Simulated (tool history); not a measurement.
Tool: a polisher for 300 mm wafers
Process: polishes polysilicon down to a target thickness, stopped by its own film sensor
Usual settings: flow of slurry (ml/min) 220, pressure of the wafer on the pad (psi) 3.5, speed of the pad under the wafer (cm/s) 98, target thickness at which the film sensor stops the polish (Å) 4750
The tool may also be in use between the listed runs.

run	hour	flow of slurry (ml/min)	pressure of the wafer on the pad (psi)	speed of the pad under the wafer (cm/s)	target thickness at which the film sensor stops the polish (Å)	wafers since the last listed run	wafers polished on this pad	hours since the slurry nozzle was cleaned	hours since the head pressure was calibrated	incoming thickness of the incoming film, nm	time until the film sensor stopped the polish (s)
1	0.0	220	3.5	98	4750	0	1428	269.4	457.4	939.3	43.1
# hour 15.7: slurry nozzle cleaned
2	35.1	220	3.5	98	4750	459	1887	19.4	492.5	941.2	40.4
# hour 43.0: worn pad replaced by a new one
3	67.5	220	2.8	98	4750	382	330	51.8	524.9	932.8	46.5
4	86.7	220	3.5	98	4750	258	589	71.0	544.1	956.2	43.3
5	111.2	220	3.5	98	4750	329	918	95.5	568.6	937.7	42.3
6	126.2	185	3.5	98	4750	201	1120	110.5	583.6	960.7	45.8
7	152.6	185	3.5	98	4750	355	1476	136.9	610.0	943.5	44.3
8	169.5	185	3.5	98	4750	227	1703	153.8	626.9	950.9	45.8
9	192.0	220	3.5	98	4750	302	2006	176.3	649.4	953.2	44.1
# hour 198.0: worn pad replaced by a new one
10	211.5	220	3.5	98	4750	208	181	195.8	668.9	954.7	44.5
11	241.5	220	3.5	98	3810	403	585	225.8	698.9	930.3	51.5
12	264.9	220	3.5	98	4750	315	900	249.2	722.3	936.6	43.4
13	293.8	220	3.5	98	4750	389	1290	278.1	751.2	955.5	45.4
# hour 299.2: slurry nozzle cleaned
# hour 320.2: worn pad replaced by a new one
14	320.7	220	3.5	98	4750	294	6	21.5	778.1	957.8	41.8
15	332.6	170	2.8	76	4210	160	166	33.4	790.0	967.6	72.6
16	361.5	220	3.5	98	4750	389	555	62.3	818.9	942.9	41.3
# hour 381.6: head pressure recalibrated
17	395.9	220	3.5	98	4750	436	991	96.7	14.3	946.8	42.4
18	418.8	255	2.4	98	4750	308	1300	119.6	37.2	952.4	51.7
19	436.0	220	3.5	88	4750	231	1531	136.8	54.4	933.9	45.8
20	453.7	220	3.5	118	4750	238	1770	154.5	72.1	963.0	37.9
# hour 464.2: worn pad replaced by a new one
21	471.8	240	3.5	64	5410	189	102	172.6	90.2	947.2	55.9
22	499.6	220	2.8	98	3100	374	477	200.4	118.0	948.1	67.5
23	526.0	160	4.5	98	4750	355	832	226.8	144.4	958.9	41.4
24	546.5	220	3.5	88	4190	276	1108	247.3	164.9	953.2	55.1
25	578.5	220	3.1	98	6190	430	1539	279.3	196.9	941.3	32.8
# hour 582.4: slurry nozzle cleaned
26	597.0	180	4.4	124	5200	235	1775	14.6	215.4	934.3	25.6
# hour 609.4: worn pad replaced by a new one
27	629.0	170	2.8	76	4210	377	263	46.6	247.4	965.3	74.7
28	658.4	220	3.9	98	4750	395	659	76.0	276.8	949.1	40.5
29	678.1	175	2.8	80	3270	265	924	95.7	296.5	948.7	83.2

5 ways to go on from here, each from the tool as it stands after run 29. What would each give?
A	678.5	220	3.0	98	4750	5	930	96.1	296.9	970.7	?
B	678.5	220	2.6	98	4750	5	930	96.1	296.9	970.7	?
C	678.5	220	4.4	116	4750	5	930	96.1	296.9	970.7	?
D	678.5	220	3.1	98	4750	5	930	96.1	296.9	970.7	?
E	678.5	220	2.6	98	5620	5	930	96.1	296.9	970.7	?

run	time until the film sensor stopped the polish (s)
A	49.9
B	54.2
C	33.1
D	49.0
E	44.7
Without the tool's hidden state the same runs would have given:
run	time until the film sensor stopped the polish (s)
A	47.2
B	51.2
C	31.2
D	46.3
E	42.2
